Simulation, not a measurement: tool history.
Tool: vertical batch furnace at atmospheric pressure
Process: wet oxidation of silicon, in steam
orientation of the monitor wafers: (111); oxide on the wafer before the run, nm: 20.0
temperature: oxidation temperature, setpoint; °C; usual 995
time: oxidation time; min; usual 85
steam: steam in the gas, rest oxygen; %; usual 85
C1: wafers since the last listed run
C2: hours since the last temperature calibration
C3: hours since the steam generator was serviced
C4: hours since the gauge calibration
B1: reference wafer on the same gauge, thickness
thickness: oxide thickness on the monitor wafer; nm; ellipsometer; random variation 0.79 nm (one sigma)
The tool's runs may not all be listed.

run 1 hour=0 | temperature=995 time=85 steam=85 | C1=0 C2=2113.1 C3=3955.3 C4=112.9 | B1=432.22 | thickness=528.55
run 2 hour=13.2 | temperature=995 time=85 steam=85 | C1=206 C2=2126.3 C3=3968.5 C4=126.1 | B1=432.16 | thickness=528.19
run 3 hour=43.9 | temperature=995 time=85 steam=78 | C1=481 C2=2157 C3=3999.2 C4=156.8 | B1=431.98 | thickness=501.58
run 4 hour=76.9 | temperature=995 time=85 steam=78 | C1=517 C2=2190 C3=4032.2 C4=189.8 | B1=432.16 | thickness=500.78
-- hour=108.6 steam generator serviced
run 5 hour=109.1 | temperature=995 time=85 steam=89 | C1=128 C2=2222.2 C3=0.5 C4=222 | B1=432.16 | thickness=540.87
-- hour=139 gauge calibrated
run 6 hour=139.4 | temperature=995 time=85 steam=89 | C1=475 C2=2252.5 C3=30.8 C4=0.4 | B1=431.92 | thickness=543.44
run 7 hour=152.4 | temperature=995 time=68.5 steam=88 | C1=203 C2=2265.5 C3=43.8 C4=13.4 | B1=431.83 | thickness=473.31
run 8 hour=182.4 | temperature=1013 time=47 steam=85 | C1=470 C2=2295.5 C3=73.8 C4=43.4 | B1=431.77 | thickness=406.77
-- hour=229.5 thermocouples replaced and temperature profile calibrated
run 9 hour=230 | temperature=995 time=85 steam=85 | C1=370 C2=0.5 C3=121.4 C4=91 | B1=432.18 | thickness=527.71
run 10 hour=250.6 | temperature=995 time=85 steam=85 | C1=322 C2=21.1 C3=142 C4=111.6 | B1=431.88 | thickness=528.34
run 11 hour=284.9 | temperature=995 time=59 steam=85 | C1=537 C2=55.4 C3=176.3 C4=145.9 | B1=431.86 | thickness=423.13
run 12 hour=304.7 | temperature=1002 time=120.5 steam=90 | C1=310 C2=75.2 C3=196.1 C4=165.7 | B1=431.9 | thickness=695.05
run 13 hour=325.9 | temperature=995 time=85 steam=79 | C1=332 C2=96.4 C3=217.3 C4=186.9 | B1=431.86 | thickness=504.82
-- hour=331.4 gauge calibrated
run 14 hour=347.4 | temperature=995 time=85 steam=96 | C1=337 C2=117.9 C3=238.8 C4=16 | B1=432.02 | thickness=568.32

4 ways to go on from here, each from the tool as it stands after run 14. What would each give?
run A hour=351.7 | temperature=979 time=85 steam=85 | C1=67 C2=122.2 C3=243.1 C4=20.3 | B1=? | thickness=?
run B hour=351.7 | temperature=995 time=70.5 steam=85 | C1=67 C2=122.2 C3=243.1 C4=20.3 | B1=? | thickness=?
run C hour=351.7 | temperature=995 time=63 steam=89 | C1=67 C2=122.2 C3=243.1 C4=20.3 | B1=? | thickness=?
run D hour=351.7 | temperature=971 time=85 steam=85 | C1=67 C2=122.2 C3=243.1 C4=20.3 | B1=? | thickness=?

run=A B1=431.82 thickness=482.71
run=B B1=431.82 thickness=471.27
run=C B1=431.82 thickness=452.57
run=D B1=431.82 thickness=460.21
Without the tool's hidden state the same runs would have given:
run=A thickness=482.71
run=B thickness=471.27
run=C thickness=452.57
run=D thickness=460.21
